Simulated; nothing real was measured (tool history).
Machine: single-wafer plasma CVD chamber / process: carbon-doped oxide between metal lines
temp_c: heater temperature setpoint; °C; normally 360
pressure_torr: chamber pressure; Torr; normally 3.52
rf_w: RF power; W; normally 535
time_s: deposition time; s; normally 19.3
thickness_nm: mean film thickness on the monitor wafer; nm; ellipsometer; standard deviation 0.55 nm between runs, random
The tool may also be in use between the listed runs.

run	hour	temp_c	pressure_torr	rf_w	time_s	read-back reference wafer on the same gauge, thickness_nm	thickness_nm
1	0	360	3.52	535	19.3	116.112	106.764
2	21.8	360	3.52	535	19.3	115.89	106.736
3	55.4	360	3.52	535	19.3	115.889	107.23
4	77.5	360	3.52	535	19.3	116.086	106.602
5	105.3	360	3.52	535	19.3	115.986	107.243
6	126.4	360	3.52	535	19.3	115.93	106.991
7	147.6	360	3.52	535	19.3	115.984	107.333
8	164.2	360	3.52	535	19.3	116.264	106.166
9	199.7	360	3.52	535	19.3	116.11	107.114
10	212.7	360	3.52	535	19.3	115.962	107.213
# hour 221.2: thermocouple changed; heater temperature recalibrated
11	240.8	360	2.98	535	19.3	116.132	104.061
# hour 271.4: capacitance manometer re-zeroed and calibrated
12	274.4	360	2.98	535	19.3	116.035	106.14
# hour 291.9: gauge calibrated
13	292.6	360	2.98	535	19.3	116.03	104.674
# hour 307.4: showerhead replaced
14	320.1	360	2.98	535	19.3	115.994	104.684
# hour 329.4: RF generator calibrated
15	339.3	369	3.52	535	22.7	115.946	122.638
16	366.4	356	2.73	505	16.4	115.933	86.829
17	384.9	356	2.77	450	19.3	115.938	90.773
18	404.4	360	3.52	535	19.3	116.327	107.643
19	425	360	4.29	535	22.9	115.83	130.602
20	445.9	372	3	565	21.8	116.115	118.801
21	461.8	360	3.52	535	19.3	115.876	107.305
22	496	360	3.52	450	19.3	115.84	92.432

Expected results for the next run?
23	518	350	3.1	580	21	?	?

read-back reference wafer on the same gauge, thickness_nm: 115.797
thickness_nm: 126.97 nm
The same run, on a tool lacking any hidden state, would have yielded thickness_nm 126.97 nm.
